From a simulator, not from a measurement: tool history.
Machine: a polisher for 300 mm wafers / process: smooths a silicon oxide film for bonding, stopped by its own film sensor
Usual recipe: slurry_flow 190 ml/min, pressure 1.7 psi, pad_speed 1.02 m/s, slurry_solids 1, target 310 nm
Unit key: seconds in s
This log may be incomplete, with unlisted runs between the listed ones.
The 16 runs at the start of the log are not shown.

run	day	slurry_flow	pressure	pad_speed	slurry_solids	target	wafers since the last listed run	wafers polished on this pad	hours since the slurry nozzle was cleaned	hours since the head pressure was calibrated	hours since the slurry blender was calibrated	incoming thickness of the incoming film, nm	seconds
17	20.588	190	1.2	1.02	1.25	310	146	729	88.1	153	94.3	367.1	135.2
18	21.35	145	1.7	1.02	1	310	184	913	106.4	171.3	112.6	369.7	123.3
19	22.242	190	1.7	0.68	0.85	294	215	1129	127.8	192.7	134	365.8	194.7
20	22.808	190	1.7	1.02	1	310	137	1266	141.4	206.3	147.6	368.8	115.7
21	23.442	190	1.7	1.02	1	310	153	1419	156.6	221.5	162.8	377.7	135.2
22	24.783	190	1.7	1.02	1	310	324	1744	188.8	253.7	195	367.7	114.1
# day 25.529: slurry blender recalibrated
23	25.667	160	1.9	1.02	0.8	310	193	1937	210	274.9	3.3	368.7	116.7
24	26.333	190	1.7	1.02	1	310	161	2098	226	290.9	19.3	366	104.9
# day 26.829: worn pad replaced by a new one
25	26.854	190	1.7	0.74	1	310	85	6	238.5	303.4	31.8	363.3	118.9
# day 27.142: slurry nozzle cleaned
26	27.392	190	1.7	1.02	1	310	119	126	6	316.3	44.7	376.9	122.2
27	28.246	190	1.7	1.12	1	328	206	332	26.5	336.8	65.2	372.8	76.5
28	29.071	140	1.7	0.92	1.1	310	199	532	46.3	356.6	85	377.5	133.4
29	29.908	190	1.7	1.02	0.8	324	202	735	66.4	376.7	105.1	373.8	109.8
30	31.088	190	1.7	1.02	1	317	285	1020	94.7	405	133.4	369.8	100.2
31	32.292	190	1.7	1.02	1	310	291	1311	123.6	433.9	162.3	366.5	105.3

Forecast each of these 3 alternatives for the next run:
A	32.308	190	1.7	1.02	1	310	4	1315	124	434.3	162.7	365.9	?
B	32.308	140	1.7	1.02	1	310	4	1315	124	434.3	162.7	365.9	?
C	32.308	190	1.4	1.02	0.7	310	4	1315	124	434.3	162.7	365.9	?

run	seconds
A	106.8
B	112.8
C	168.8
The same runs, with their run-to-run variation unchanged, on a tool lacking any hidden condition would have given:
run	seconds
A	102.6
B	108.4
C	159.5
